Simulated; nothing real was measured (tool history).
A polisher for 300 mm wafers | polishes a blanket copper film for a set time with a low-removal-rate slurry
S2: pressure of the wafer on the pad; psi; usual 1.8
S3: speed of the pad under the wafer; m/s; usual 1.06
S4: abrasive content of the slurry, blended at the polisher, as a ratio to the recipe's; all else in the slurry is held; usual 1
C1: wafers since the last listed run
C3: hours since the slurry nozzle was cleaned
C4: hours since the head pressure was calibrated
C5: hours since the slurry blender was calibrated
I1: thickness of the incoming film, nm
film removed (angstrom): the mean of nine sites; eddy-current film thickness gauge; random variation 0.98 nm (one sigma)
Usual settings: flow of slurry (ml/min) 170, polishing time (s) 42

run 1 hour=0 | flow_of_slurry_(ml/min)=170 S2=1.8 S3=1.06 S4=0.8 polishing_time_(s)=42 | C1=0 wafers_polished_on_this_pad=2035 C3=197.1 C4=981 C5=2.2 | I1=621.4 | film_removed_(angstrom)=779
-- hour=15 worn pad replaced by a new one
run 2 hour=17.8 | flow_of_slurry_(ml/min)=170 S2=1.8 S3=1.06 S4=0.8 polishing_time_(s)=42 | C1=128 wafers_polished_on_this_pad=26 C3=214.9 C4=998.8 C5=20 | I1=598.5 | film_removed_(angstrom)=862
run 3 hour=38.9 | flow_of_slurry_(ml/min)=170 S2=1.8 S3=1.06 S4=1 polishing_time_(s)=34 | C1=197 wafers_polished_on_this_pad=223 C3=236 C4=1019.9 C5=41.1 | I1=600.5 | film_removed_(angstrom)=716
run 4 hour=57.7 | flow_of_slurry_(ml/min)=170 S2=1.8 S3=1.06 S4=1 polishing_time_(s)=34 | C1=175 wafers_polished_on_this_pad=398 C3=254.8 C4=1038.7 C5=59.9 | I1=612.2 | film_removed_(angstrom)=693
run 5 hour=74.9 | flow_of_slurry_(ml/min)=170 S2=1.8 S3=1.06 S4=1 polishing_time_(s)=34 | C1=160 wafers_polished_on_this_pad=559 C3=272 C4=1055.9 C5=77.1 | I1=610.8 | film_removed_(angstrom)=697
-- hour=97.3 slurry nozzle cleaned
run 6 hour=109.7 | flow_of_slurry_(ml/min)=170 S2=1.8 S3=1.06 S4=1 polishing_time_(s)=42 | C1=315 wafers_polished_on_this_pad=874 C3=12.4 C4=1090.7 C5=111.9 | I1=603.6 | film_removed_(angstrom)=826
run 7 hour=134.6 | flow_of_slurry_(ml/min)=170 S2=1.8 S3=1.06 S4=1 polishing_time_(s)=42 | C1=232 wafers_polished_on_this_pad=1107 C3=37.3 C4=1115.6 C5=136.8 | I1=615.5 | film_removed_(angstrom)=821
run 8 hour=170.3 | flow_of_slurry_(ml/min)=220 S2=1.8 S3=1.06 S4=1 polishing_time_(s)=36 | C1=333 wafers_polished_on_this_pad=1440 C3=73 C4=1151.3 C5=172.5 | I1=624.5 | film_removed_(angstrom)=720
-- hour=266.7 worn pad replaced by a new one
run 9 hour=267.2 | flow_of_slurry_(ml/min)=170 S2=2.1 S3=0.84 S4=1 polishing_time_(s)=42 | C1=867 wafers_polished_on_this_pad=4 C3=169.9 C4=1248.2 C5=269.4 | I1=604.5 | film_removed_(angstrom)=843
run 10 hour=278.9 | flow_of_slurry_(ml/min)=170 S2=1.8 S3=1.06 S4=0.8 polishing_time_(s)=42 | C1=109 wafers_polished_on_this_pad=113 C3=181.6 C4=1259.9 C5=281.1 | I1=611.7 | film_removed_(angstrom)=870
run 11 hour=311.5 | flow_of_slurry_(ml/min)=170 S2=1.4 S3=1.28 S4=1.2 polishing_time_(s)=31 | C1=304 wafers_polished_on_this_pad=418 C3=214.2 C4=1292.5 C5=313.7 | I1=603 | film_removed_(angstrom)=628
run 12 hour=337.6 | flow_of_slurry_(ml/min)=170 S2=1.8 S3=1.06 S4=1 polishing_time_(s)=42 | C1=243 wafers_polished_on_this_pad=661 C3=240.3 C4=1318.6 C5=339.8 | I1=607.3 | film_removed_(angstrom)=849
-- hour=341.1 slurry blender recalibrated
run 13 hour=352.3 | flow_of_slurry_(ml/min)=170 S2=2.1 S3=1.22 S4=0.9 polishing_time_(s)=55 | C1=118 wafers_polished_on_this_pad=780 C3=255 C4=1333.3 C5=11.2 | I1=612.6 | film_removed_(angstrom)=1444
-- hour=368.4 head pressure recalibrated
run 14 hour=378.9 | flow_of_slurry_(ml/min)=170 S2=1.8 S3=1.06 S4=1 polishing_time_(s)=36 | C1=229 wafers_polished_on_this_pad=1010 C3=281.6 C4=10.5 C5=37.8 | I1=611.6 | film_removed_(angstrom)=713
-- hour=381.5 slurry nozzle cleaned
run 15 hour=406.4 | flow_of_slurry_(ml/min)=170 S2=1.8 S3=1.06 S4=1 polishing_time_(s)=42 | C1=247 wafers_polished_on_this_pad=1257 C3=24.9 C4=38 C5=65.3 | I1=619.9 | film_removed_(angstrom)=833
run 16 hour=427.3 | flow_of_slurry_(ml/min)=225 S2=2.3 S3=0.72 S4=1 polishing_time_(s)=51 | C1=195 wafers_polished_on_this_pad=1452 C3=45.8 C4=58.9 C5=86.2 | I1=604.6 | film_removed_(angstrom)=901
run 17 hour=462.7 | flow_of_slurry_(ml/min)=170 S2=1.3 S3=1.06 S4=0.85 polishing_time_(s)=29 | C1=330 wafers_polished_on_this_pad=1783 C3=81.2 C4=94.3 C5=121.6 | I1=612 | film_removed_(angstrom)=393
run 18 hour=484.7 | flow_of_slurry_(ml/min)=170 S2=1.8 S3=1.06 S4=1 polishing_time_(s)=42 | C1=205 wafers_polished_on_this_pad=1988 C3=103.2 C4=116.3 C5=143.6 | I1=613.8 | film_removed_(angstrom)=794
run 19 hour=513.4 | flow_of_slurry_(ml/min)=170 S2=1.8 S3=1.4 S4=0.8 polishing_time_(s)=42 | C1=267 wafers_polished_on_this_pad=2256 C3=131.9 C4=145 C5=172.3 | I1=614.2 | film_removed_(angstrom)=1017
run 20 hour=527.1 | flow_of_slurry_(ml/min)=170 S2=1.8 S3=1.06 S4=0.9 polishing_time_(s)=28 | C1=127 wafers_polished_on_this_pad=2384 C3=145.6 C4=158.7 C5=186 | I1=606.5 | film_removed_(angstrom)=530
-- hour=538.9 worn pad replaced by a new one
run 21 hour=550.6 | flow_of_slurry_(ml/min)=170 S2=1.8 S3=1.18 S4=1 polishing_time_(s)=42 | C1=182 wafers_polished_on_this_pad=109 C3=169.1 C4=182.2 C5=209.5 | I1=608.5 | film_removed_(angstrom)=1009
run 22 hour=582.3 | flow_of_slurry_(ml/min)=170 S2=1.8 S3=1.06 S4=1 polishing_time_(s)=42 | C1=296 wafers_polished_on_this_pad=405 C3=200.8 C4=213.9 C5=241.2 | I1=616.3 | film_removed_(angstrom)=884
run 23 hour=595.7 | flow_of_slurry_(ml/min)=170 S2=1.5 S3=1.06 S4=1 polishing_time_(s)=42 | C1=125 wafers_polished_on_this_pad=530 C3=214.2 C4=227.3 C5=254.6 | I1=612.5 | film_removed_(angstrom)=717
run 24 hour=626.7 | flow_of_slurry_(ml/min)=170 S2=1.3 S3=1.44 S4=1 polishing_time_(s)=42 | C1=289 wafers_polished_on_this_pad=820 C3=245.2 C4=258.3 C5=285.6 | I1=613.1 | film_removed_(angstrom)=853
-- hour=628.1 slurry nozzle cleaned
run 25 hour=648.2 | flow_of_slurry_(ml/min)=170 S2=1.8 S3=0.84 S4=1.3 polishing_time_(s)=31 | C1=191 wafers_polished_on_this_pad=1011 C3=20.1 C4=279.8 C5=307.1 | I1=616.4 | film_removed_(angstrom)=517
-- hour=723.4 slurry blender recalibrated
run 26 hour=730.1 | flow_of_slurry_(ml/min)=170 S2=1.8 S3=1.34 S4=1 polishing_time_(s)=42 | C1=746 wafers_polished_on_this_pad=1757 C3=102 C4=361.7 C5=6.7 | I1=605.8 | film_removed_(angstrom)=1037
run 27 hour=748.6 | flow_of_slurry_(ml/min)=170 S2=1.8 S3=0.88 S4=1 polishing_time_(s)=42 | C1=172 wafers_polished_on_this_pad=1930 C3=120.5 C4=380.2 C5=25.2 | I1=605.6 | film_removed_(angstrom)=679
run 28 hour=773.1 | flow_of_slurry_(ml/min)=170 S2=1.6 S3=1.06 S4=1 polishing_time_(s)=54 | C1=228 wafers_polished_on_this_pad=2159 C3=145 C4=404.7 C5=49.7 | I1=604.3 | film_removed_(angstrom)=929
-- hour=815.9 worn pad replaced by a new one
run 29 hour=838.4 | flow_of_slurry_(ml/min)=170 S2=1.8 S3=1.06 S4=1 polishing_time_(s)=42 | C1=572 wafers_polished_on_this_pad=209 C3=210.3 C4=470 C5=115 | I1=598.8 | film_removed_(angstrom)=908

The same runs without the tool's hidden state, with the same run-to-run variation:
The hidden state here: removal rate lost through wear of the pad, %; slurry flow missing at the pad, %; deviation of the head's pressure from its setpoint, %; abrasive missing from the slurry, %.
run=1 film_removed_(angstrom)=886
run=2 film_removed_(angstrom)=886
run=3 film_removed_(angstrom)=756
run=4 film_removed_(angstrom)=747
run=5 film_removed_(angstrom)=763
run=6 film_removed_(angstrom)=926
run=7 film_removed_(angstrom)=930
run=8 film_removed_(angstrom)=827
run=9 film_removed_(angstrom)=860
run=10 film_removed_(angstrom)=902
run=11 film_removed_(angstrom)=675
run=12 film_removed_(angstrom)=934
run=13 film_removed_(angstrom)=1602
run=14 film_removed_(angstrom)=802
run=15 film_removed_(angstrom)=947
run=16 film_removed_(angstrom)=1031
run=17 film_removed_(angstrom)=454
run=18 film_removed_(angstrom)=919
run=19 film_removed_(angstrom)=1179
run=20 film_removed_(angstrom)=616
run=21 film_removed_(angstrom)=1035
run=22 film_removed_(angstrom)=940
run=23 film_removed_(angstrom)=771
run=24 film_removed_(angstrom)=937
run=25 film_removed_(angstrom)=574
run=26 film_removed_(angstrom)=1180
run=27 film_removed_(angstrom)=775
run=28 film_removed_(angstrom)=1064
run=29 film_removed_(angstrom)=947
